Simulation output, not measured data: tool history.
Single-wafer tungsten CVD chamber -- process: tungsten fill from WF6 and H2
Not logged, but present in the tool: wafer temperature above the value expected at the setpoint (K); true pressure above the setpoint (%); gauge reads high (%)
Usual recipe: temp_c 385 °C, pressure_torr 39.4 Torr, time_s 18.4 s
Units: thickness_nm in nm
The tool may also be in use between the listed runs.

run   hour  temp_c  pressure_torr  time_s  wafers since the last listed run  hours since the last thermocouple change  hours since the last manometer calibration  hours since the showerhead was replaced  hours since the gauge calibration  read-back reference wafer on the same gauge, thickness_nm  thickness_nm
  1      0     374           39.4    21.3                                 0                                    2687.6                                      2162.4                                   3234.8                              437.8                                                      49.47        50.856
  2   52.6     385             35    16.1                               825                                    2740.2                                        2215                                   3287.4                              490.4                                                     49.401        45.372
  3  118.5     385           39.4    18.4                              1033                                    2806.1                                      2280.9                                   3353.3                              556.3                                                     49.392        57.109
  4  186.2     385           39.4    18.4                              1062                                    2873.8                                      2348.6                                     3421                                624                                                     49.495         57.45
  5  212.9     385           39.4    18.4                               418                                    2900.5                                      2375.3                                   3447.7                              650.7                                                     49.442        57.091
  6  262.9     385           39.4    18.4                               784                                    2950.5                                      2425.3                                   3497.7                              700.7                                                     49.448        56.797
  7  320.9     385           39.4    18.4                               909                                    3008.5                                      2483.3                                   3555.7                              758.7                                                     49.434        58.136
     323.4  -- gauge calibrated
  8  354.8     385           39.4    18.4                               531                                    3042.4                                      2517.2                                   3589.6                               31.4                                                     49.455        58.346
     386.4  -- thermocouple changed; heater temperature recalibrated
  9  426.6     397           46.7    18.4                              1000                                      40.2                                        2589                                   3661.4                              103.2                                                     49.455        71.002
     457.7  -- showerhead replaced
 10  490.5     385           39.4    18.4                               876                                     104.1                                      2652.9                                     32.8                              167.1                                                     49.434        49.638
 11  551.9     390           36.9    15.1                               963                                     165.5                                      2714.3                                     94.2                              228.5                                                      49.38        43.094
 12  614.6     380           48.5    18.4                               983                                     228.2                                        2777                                    156.9                              291.2                                                     49.488        50.161
     703.8  -- capacitance manometer re-zeroed and calibrated
 13  785.7     392           42.7    16.9                              2558                                     399.3                                        81.9                                      328                              462.3                                                     49.414        55.858
 14    826     377           47.4    14.9                               632                                     439.6                                       122.2                                    368.3                              502.6                                                      49.42        37.126
 15  856.5     385           39.4    18.4                               478                                     470.1                                       152.7                                    398.8                              533.1                                                       49.4        50.102
 16  913.7     375           39.4    18.4                               897                                     527.3                                       209.9                                      456                              590.3                                                      49.41        39.253
 17    944     392           44.8    14.9                               475                                     557.6                                       240.2                                    486.3                              620.6                                                     49.376        50.538

Consider 3 possible next runs. They are alternatives, not a sequence: every one starts from the tool as it was left by run 17. What does each give?
  A  944.4     385           34.2    18.4                                 6                                       558                                       240.6                                    486.7                                621                                                          ?             ?
  B  944.4     380           45.2    18.4                                 6                                       558                                       240.6                                    486.7                                621                                                          ?             ?
  C  944.4     396           30.2    18.4                                 6                                       558                                       240.6                                    486.7                                621                                                          ?             ?

run  read-back reference wafer on the same gauge, thickness_nm  thickness_nm
  A                                                       49.5        45.225
  B                                                       49.5        48.229
  C                                                       49.5        52.611
Stripped of hidden state, with their random variation kept, the same runs would have yielded:
run  thickness_nm
  A         44.42
  B        47.347
  C        51.729

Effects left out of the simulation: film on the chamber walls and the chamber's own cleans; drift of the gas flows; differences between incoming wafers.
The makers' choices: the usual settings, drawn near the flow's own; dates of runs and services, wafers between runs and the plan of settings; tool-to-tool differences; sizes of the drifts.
